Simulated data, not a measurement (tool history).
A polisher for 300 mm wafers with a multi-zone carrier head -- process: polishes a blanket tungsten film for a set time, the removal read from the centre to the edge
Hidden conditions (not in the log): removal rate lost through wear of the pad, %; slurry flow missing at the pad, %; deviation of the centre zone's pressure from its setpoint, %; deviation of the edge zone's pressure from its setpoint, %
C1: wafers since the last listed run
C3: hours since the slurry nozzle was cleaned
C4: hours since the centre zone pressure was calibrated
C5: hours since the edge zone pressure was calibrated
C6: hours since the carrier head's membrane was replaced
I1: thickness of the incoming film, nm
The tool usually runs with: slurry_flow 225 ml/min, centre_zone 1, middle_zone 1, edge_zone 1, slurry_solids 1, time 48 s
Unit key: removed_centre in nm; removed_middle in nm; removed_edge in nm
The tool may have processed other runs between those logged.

Run 1, hour 0: usual settings but slurry_flow 170 ml/min; C1 0; wafers polished on this pad 2317; C3 159.4; C4 237.5; C5 1220.1; C6 1318.8; I1 708.1. Result: removed_centre 248.8 nm, removed_middle 271.8 nm, removed_edge 258.8 nm.
At hour 42.4: worn pad replaced by a new one.
Run 2, hour 42.9: usual settings but slurry_flow 170 ml/min; C1 308; wafers polished on this pad 3; C3 202.3; C4 280.4; C5 1263; C6 1361.7; I1 713.7. Result: removed_centre 244 nm, removed_middle 270.3 nm, removed_edge 263.8 nm.
At hour 81.5: centre zone pressure recalibrated.
Run 3, hour 82: usual settings but slurry_flow 170 ml/min; C1 294; wafers polished on this pad 298; C3 241.4; C4 0.5; C5 1302.1; C6 1400.8; I1 725.7. Result: removed_centre 266.1 nm, removed_middle 267.6 nm, removed_edge 260 nm.
At hour 118.8: slurry nozzle cleaned.
Run 4, hour 139.1: usual settings but edge_zone 0.96; C1 445; wafers polished on this pad 744; C3 20.3; C4 57.6; C5 1359.2; C6 1457.9; I1 718.6. Result: removed_centre 271.1 nm, removed_middle 274.9 nm, removed_edge 263.8 nm.
Run 5, hour 179.7: usual settings but time 38 s; C1 322; wafers polished on this pad 1066; C3 60.9; C4 98.2; C5 1399.8; C6 1498.5; I1 714.9. Result: removed_centre 211.7 nm, removed_middle 219.7 nm, removed_edge 210.4 nm.
At hour 187.8: carrier head's membrane replaced by a new one.
At hour 220.3: edge zone pressure recalibrated.
Run 6, hour 232.8: usual settings but time 38 s; C1 366; wafers polished on this pad 1432; C3 114; C4 151.3; C5 12.5; C6 45; I1 716.6. Result: removed_centre 204.9 nm, removed_middle 218.1 nm, removed_edge 213.1 nm.
Run 7, hour 275.2: usual settings but centre_zone 0.92; C1 336; wafers polished on this pad 1769; C3 156.4; C4 193.7; C5 54.9; C6 87.4; I1 726.8. Result: removed_centre 244.7 nm, removed_middle 276.3 nm, removed_edge 262.1 nm.
Run 8, hour 317.9: usual settings but slurry_flow 295 ml/min, centre_zone 0.91, edge_zone 0.91; C1 339; wafers polished on this pad 2108; C3 199.1; C4 236.4; C5 97.6; C6 130.1; I1 720.4. Result: removed_centre 250.6 nm, removed_middle 284 nm, removed_edge 256.7 nm.
Run 9, hour 351.9: usual settings; C1 270; wafers polished on this pad 2378; C3 233.1; C4 270.4; C5 131.6; C6 164.1; I1 723.7. Result: removed_centre 257.6 nm, removed_middle 276.2 nm, removed_edge 266.9 nm.
At hour 361.9: centre zone pressure recalibrated.
At hour 386.8: worn pad replaced by a new one.
At hour 475.9: slurry nozzle cleaned.
Run 10, hour 500.4: usual settings; C1 1123; wafers polished on this pad 894; C3 24.5; C4 138.5; C5 280.1; C6 312.6; I1 705.6. Result: removed_centre 263.7 nm, removed_middle 277.7 nm, removed_edge 261.7 nm.
Run 11, hour 526.3: usual settings; C1 205; wafers polished on this pad 1100; C3 50.4; C4 164.4; C5 306; C6 338.5; I1 707.8. Result: removed_centre 261.8 nm, removed_middle 276.1 nm, removed_edge 268.4 nm.
Run 12, hour 559: usual settings but middle_zone 1.05; C1 259; wafers polished on this pad 1359; C3 83.1; C4 197.1; C5 338.7; C6 371.2; I1 718.4. Result: removed_centre 258.3 nm, removed_middle 281.7 nm, removed_edge 258 nm.
Run 13, hour 607: usual settings but slurry_flow 185 ml/min; C1 381; wafers polished on this pad 1741; C3 131.1; C4 245.1; C5 386.7; C6 419.2; I1 732. Result: removed_centre 253.6 nm, removed_middle 271.2 nm, removed_edge 262.8 nm.
Run 14, hour 673.8: usual settings but time 65 s; C1 530; wafers polished on this pad 2271; C3 197.9; C4 311.9; C5 453.5; C6 486; I1 708.2. Result: removed_centre 336.2 nm, removed_middle 374.1 nm, removed_edge 364.6 nm.
At hour 696.5: worn pad replaced by a new one.
At hour 704.5: centre zone pressure recalibrated.
Run 15, hour 730.1: usual settings but slurry_flow 170 ml/min, centre_zone 0.94; C1 399; wafers polished on this pad 251; C3 254.2; C4 25.6; C5 509.8; C6 542.3; I1 719. Result: removed_centre 253 nm, removed_middle 268.8 nm, removed_edge 262.9 nm.
Run 16, hour 782.6: usual settings but middle_zone 1.05, edge_zone 1.1; C1 417; wafers polished on this pad 668; C3 306.7; C4 78.1; C5 562.3; C6 594.8; I1 733.2. Result: removed_centre 262 nm, removed_middle 284.6 nm, removed_edge 282.7 nm.
At hour 800.2: slurry nozzle cleaned.
Run 17, hour 831.7: usual settings; C1 382; wafers polished on this pad 1050; C3 31.5; C4 127.2; C5 611.4; C6 643.9; I1 719.7. Result: removed_centre 262.7 nm, removed_middle 277.3 nm, removed_edge 266.6 nm.
Run 18, hour 886.1: usual settings but slurry_solids 0.85; C1 432; wafers polished on this pad 1482; C3 85.9; C4 181.6; C5 665.8; C6 698.3; I1 726.9. Result: removed_centre 239.1 nm, removed_middle 260.3 nm, removed_edge 249.7 nm.
Run 19, hour 917.4: usual settings but edge_zone 1.06; C1 248; wafers polished on this pad 1730; C3 117.2; C4 212.9; C5 697.1; C6 729.6; I1 723.1. Result: removed_centre 260.8 nm, removed_middle 271.4 nm, removed_edge 270.8 nm.
Run 20, hour 949.4: usual settings; C1 254; wafers polished on this pad 1985; C3 149.2; C4 244.9; C5 729.1; C6 761.6; I1 727.3. Result: removed_centre 253.1 nm, removed_middle 277.7 nm, removed_edge 261.8 nm.
At hour 965.5: worn pad replaced by a new one.
Run 21, hour 982.2: usual settings but centre_zone 1.07, middle_zone 0.93; C1 228; wafers polished on this pad 132; C3 182; C4 277.7; C5 761.9; C6 794.4; I1 724. Result: removed_centre 262.9 nm, removed_middle 260.1 nm, removed_edge 265.4 nm.
Run 22, hour 1049.7: usual settings but slurry_flow 260 ml/min, middle_zone 1.11, time 58 s; C1 536; wafers polished on this pad 668; C3 249.5; C4 345.2; C5 829.4; C6 861.9; I1 719.6. Result: removed_centre 297.8 nm, removed_middle 364.7 nm, removed_edge 325 nm.

Across each entry between runs, compare the hidden state at the last listed run before it with the hidden state at the first listed run after it:
From run 1 to run 2: worn pad replaced by a new one (hour 42.4)
  deviation of the centre zone's pressure from its setpoint, %: -9.45 -> -11
  measured less the result without the state, removed_centre: -16.4 -> -19 nm
From run 2 to run 3: centre zone pressure recalibrated (hour 81.5)
  deviation of the centre zone's pressure from its setpoint, %: -11 -> 1.3
  measured less the result without the state, removed_centre: -19 -> +2.2 nm
From run 3 to run 4: slurry nozzle cleaned (hour 118.8)
  deviation of the centre zone's pressure from its setpoint, %: 1.3 -> -0.819
  measured less the result without the state, removed_centre: +2.2 -> -1.5 nm
From run 5 to run 6: carrier head's membrane replaced by a new one (hour 187.8); edge zone pressure recalibrated (hour 220.3)
  deviation of the centre zone's pressure from its setpoint, %: -2.33 -> -4.3
  measured less the result without the state, removed_centre: -3.3 -> -6 nm
From run 9 to run 10: centre zone pressure recalibrated (hour 361.9); worn pad replaced by a new one (hour 386.8); slurry nozzle cleaned (hour 475.9)
  deviation of the centre zone's pressure from its setpoint, %: -8.72 -> -5.25
  measured less the result without the state, removed_centre: -15.7 -> -9.4 nm
From run 14 to run 15: worn pad replaced by a new one (hour 696.5); centre zone pressure recalibrated (hour 704.5)
  deviation of the centre zone's pressure from its setpoint, %: -11.7 -> -1.23
  measured less the result without the state, removed_centre: -27.9 -> -2 nm
From run 16 to run 17: slurry nozzle cleaned (hour 800.2)
  deviation of the centre zone's pressure from its setpoint, %: -3.18 -> -5
  measured less the result without the state, removed_centre: -5.6 -> -8.9 nm
From run 20 to run 21: worn pad replaced by a new one (hour 965.5)
  deviation of the centre zone's pressure from its setpoint, %: -9.37 -> -10.6
  measured less the result without the state, removed_centre: -16.5 -> -19.5 nm

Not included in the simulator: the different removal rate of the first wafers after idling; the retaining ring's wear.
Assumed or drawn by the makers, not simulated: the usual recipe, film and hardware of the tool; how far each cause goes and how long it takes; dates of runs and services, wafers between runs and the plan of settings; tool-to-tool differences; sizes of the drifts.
